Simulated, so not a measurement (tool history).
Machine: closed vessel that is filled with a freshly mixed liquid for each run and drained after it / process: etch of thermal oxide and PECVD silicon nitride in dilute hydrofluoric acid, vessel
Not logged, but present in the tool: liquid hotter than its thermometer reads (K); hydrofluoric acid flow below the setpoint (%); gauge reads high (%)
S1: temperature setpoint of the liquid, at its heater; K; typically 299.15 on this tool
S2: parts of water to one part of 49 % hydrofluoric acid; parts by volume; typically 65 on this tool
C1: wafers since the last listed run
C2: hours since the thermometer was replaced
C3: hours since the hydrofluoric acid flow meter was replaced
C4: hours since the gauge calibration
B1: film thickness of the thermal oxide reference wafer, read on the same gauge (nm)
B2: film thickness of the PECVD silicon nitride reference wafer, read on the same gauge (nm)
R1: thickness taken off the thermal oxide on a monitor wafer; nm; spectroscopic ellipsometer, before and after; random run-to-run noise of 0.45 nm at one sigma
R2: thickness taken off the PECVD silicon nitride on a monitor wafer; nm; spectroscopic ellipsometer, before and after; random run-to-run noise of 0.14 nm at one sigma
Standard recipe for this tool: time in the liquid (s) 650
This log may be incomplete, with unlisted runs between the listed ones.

run 1 hour=0 | S1=299.15 S2=65 time_in_the_liquid_(s)=650 | C1=0 C2=828.7 C3=473.6 C4=468 | B1=130 B2=29.98 | R1=51.13 R2=30.72
run 2 hour=26.2 | S1=299.15 S2=65 time_in_the_liquid_(s)=650 | C1=2485 C2=854.9 C3=499.8 C4=494.2 | B1=129.98 B2=29.99 | R1=51.81 R2=30.58
-- hour=31.4 gauge calibrated
run 3 hour=47.5 | S1=299.15 S2=65 time_in_the_liquid_(s)=650 | C1=2020 C2=876.2 C3=521.1 C4=16.1 | B1=129.98 B2=29.97 | R1=50.98 R2=30.62
run 4 hour=80.6 | S1=299.15 S2=65 time_in_the_liquid_(s)=650 | C1=3140 C2=909.3 C3=554.2 C4=49.2 | B1=129.99 B2=30 | R1=51.17 R2=30.48
run 5 hour=111.5 | S1=299.15 S2=65 time_in_the_liquid_(s)=650 | C1=2931 C2=940.2 C3=585.1 C4=80.1 | B1=129.99 B2=30 | R1=51.14 R2=30.63
run 6 hour=135.5 | S1=299.15 S2=65 time_in_the_liquid_(s)=650 | C1=2276 C2=964.2 C3=609.1 C4=104.1 | B1=130.03 B2=30 | R1=51.39 R2=30.63
run 7 hour=167.4 | S1=299.15 S2=65 time_in_the_liquid_(s)=650 | C1=3026 C2=996.1 C3=641 C4=136 | B1=130 B2=30 | R1=51.29 R2=30.78
run 8 hour=183.1 | S1=299.15 S2=65 time_in_the_liquid_(s)=650 | C1=1489 C2=1011.8 C3=656.7 C4=151.7 | B1=129.98 B2=30.01 | R1=51.67 R2=30.59
run 9 hour=233.4 | S1=297.15 S2=45 time_in_the_liquid_(s)=1020 | C1=4771 C2=1062.1 C3=707 C4=202 | B1=130.01 B2=30.01 | R1=109.37 R2=60.55
run 10 hour=258 | S1=299.15 S2=55 time_in_the_liquid_(s)=355 | C1=2333 C2=1086.7 C3=731.6 C4=226.6 | B1=129.98 B2=30.01 | R1=33.69 R2=19.89
run 11 hour=285.5 | S1=299.15 S2=65 time_in_the_liquid_(s)=650 | C1=2608 C2=1114.2 C3=759.1 C4=254.1 | B1=129.99 B2=30.02 | R1=51.08 R2=30.37
run 12 hour=313.5 | S1=303.65 S2=55 time_in_the_liquid_(s)=425 | C1=2656 C2=1142.2 C3=787.1 C4=282.1 | B1=129.98 B2=30.02 | R1=47.79 R2=31.84
run 13 hour=332.6 | S1=301.15 S2=45 time_in_the_liquid_(s)=650 | C1=1811 C2=1161.3 C3=806.2 C4=301.2 | B1=130.01 B2=30 | R1=82.78 R2=50.52
run 14 hour=351 | S1=301.15 S2=65 time_in_the_liquid_(s)=650 | C1=1745 C2=1179.7 C3=824.6 C4=319.6 | B1=130 B2=29.99 | R1=56.06 R2=34.99
-- hour=360.1 thermometer replaced
run 15 hour=372.2 | S1=299.15 S2=65 time_in_the_liquid_(s)=650 | C1=1916 C2=12.1 C3=845.8 C4=340.8 | B1=130.01 B2=30.01 | R1=51.46 R2=30.49
run 16 hour=388 | S1=299.15 S2=65 time_in_the_liquid_(s)=650 | C1=1498 C2=27.9 C3=861.6 C4=356.6 | B1=129.98 B2=29.99 | R1=50.88 R2=30.7
run 17 hour=408.1 | S1=299.15 S2=65 time_in_the_liquid_(s)=650 | C1=1906 C2=48 C3=881.7 C4=376.7 | B1=130.01 B2=30 | R1=51.52 R2=30.44
-- hour=411.4 hydrofluoric acid flow meter replaced
-- hour=438.7 gauge calibrated
run 18 hour=439 | S1=302.15 S2=65 time_in_the_liquid_(s)=650 | C1=2836 C2=78.9 C3=27.6 C4=0.3 | B1=130.01 B2=29.99 | R1=58.26 R2=37.47
run 19 hour=462.2 | S1=299.15 S2=50 time_in_the_liquid_(s)=650 | C1=2200 C2=102.1 C3=50.8 C4=23.5 | B1=130.02 B2=30.01 | R1=68.99 R2=39.77
run 20 hour=491.1 | S1=303.15 S2=65 time_in_the_liquid_(s)=510 | C1=2741 C2=131 C3=79.7 C4=52.4 | B1=130.01 B2=30.01 | R1=46.9 R2=31.47
run 21 hour=515.9 | S1=297.15 S2=65 time_in_the_liquid_(s)=650 | C1=2352 C2=155.8 C3=104.5 C4=77.2 | B1=129.99 B2=30 | R1=47.07 R2=26.78
run 22 hour=534.2 | S1=299.15 S2=85 time_in_the_liquid_(s)=650 | C1=1736 C2=174.1 C3=122.8 C4=95.5 | B1=130.01 B2=29.98 | R1=38.96 R2=23.62
run 23 hour=561.1 | S1=299.15 S2=65 time_in_the_liquid_(s)=320 | C1=2551 C2=201 C3=149.7 C4=122.4 | B1=130.01 B2=30.02 | R1=25.1 R2=15.03
run 24 hour=627.9 | S1=299.15 S2=65 time_in_the_liquid_(s)=475 | C1=6337 C2=267.8 C3=216.5 C4=189.2 | B1=129.99 B2=29.99 | R1=37.69 R2=22.53
run 25 hour=648.6 | S1=297.15 S2=75 time_in_the_liquid_(s)=505 | C1=1963 C2=288.5 C3=237.2 C4=209.9 | B1=130 B2=30.02 | R1=31.53 R2=18.09
run 26 hour=666.4 | S1=303.15 S2=85 time_in_the_liquid_(s)=650 | C1=1688 C2=306.3 C3=255 C4=227.7 | B1=129.98 B2=30 | R1=44.69 R2=30.41

Predict each of these 4 candidate next runs independently; none follows another, all start after run 26:
run A hour=667.2 | S1=299.15 S2=45 time_in_the_liquid_(s)=650 | C1=75 C2=307.1 C3=255.8 C4=228.5 | B1=? B2=? | R1=? R2=?
run B hour=667.2 | S1=303.15 S2=55 time_in_the_liquid_(s)=850 | C1=75 C2=307.1 C3=255.8 C4=228.5 | B1=? B2=? | R1=? R2=?
run C hour=667.2 | S1=296.15 S2=35 time_in_the_liquid_(s)=650 | C1=75 C2=307.1 C3=255.8 C4=228.5 | B1=? B2=? | R1=? R2=?
run D hour=667.2 | S1=302.65 S2=65 time_in_the_liquid_(s)=550 | C1=75 C2=307.1 C3=255.8 C4=228.5 | B1=? B2=? | R1=? R2=?

run=A B1=129.99 B2=30 R1=76.38 R2=43.79
run=B B1=129.99 B2=30 R1=94.45 R2=61.05
run=C B1=129.99 B2=30 R1=87.93 R2=45.68
run=D B1=129.99 B2=30 R1=49.96 R2=32.4
With the hidden condition removed and each run's random variation left untouched, the same runs would have given:
run=A R1=76.38 R2=43.79
run=B R1=94.45 R2=61.05
run=C R1=87.93 R2=45.68
run=D R1=49.96 R2=32.4
